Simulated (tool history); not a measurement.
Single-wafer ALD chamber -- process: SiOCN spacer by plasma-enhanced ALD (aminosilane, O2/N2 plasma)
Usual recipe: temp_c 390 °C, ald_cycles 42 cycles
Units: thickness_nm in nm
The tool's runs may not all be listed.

run,hour,temp_c,ald_cycles,"read-back reference wafer on the same gauge, thickness_nm",thickness_nm
1,0.0,390,42,2.283,2.482
2,15.4,390,42,2.284,2.500
3,22.3,390,42,2.286,2.481
4,38.2,390,42,2.286,2.488
5,55.4,390,42,2.289,2.501
6,70.5,390,37,2.293,2.196
7,77.5,390,42,2.289,2.499
8,85.4,390,42,2.292,2.494
9,123.7,390,42,2.299,2.514
10,132.8,390,42,2.298,2.506
11,140.9,390,36,2.298,2.153
# hour 147.7: gauge calibrated
12,148.8,390,36,2.284,2.124
13,163.0,380,42,2.285,2.500
14,177.5,400,39,2.283,2.315
15,193.0,390,42,2.284,2.497
16,204.4,390,40,2.284,2.374
17,219.5,382,34,2.285,2.018
18,237.2,390,42,2.286,2.493
19,244.3,385,36,2.285,2.146
# hour 265.1: thermocouple changed; heater temperature recalibrated
20,265.6,390,42,2.286,2.500
21,271.8,383,42,2.288,2.499
22,280.6,390,50,2.287,2.964
23,331.6,381,42,2.292,2.491
24,338.1,390,42,2.291,2.501
25,348.3,396,49,2.292,2.923
26,357.1,390,42,2.294,2.516

Each row is a separate what-if for the run after 26, all from the same tool condition, not one after another. Results?
A,357.6,378,42,?,?
B,357.6,381,40,?,?
C,357.6,385,42,?,?
D,357.6,384,42,?,?

run,"read-back reference wafer on the same gauge, thickness_nm",thickness_nm
A,2.294,2.502
B,2.294,2.382
C,2.294,2.502
D,2.294,2.502
Without the tool's unlogged condition, the same runs would have read:
run,thickness_nm
A,2.487
B,2.368
C,2.487
D,2.487
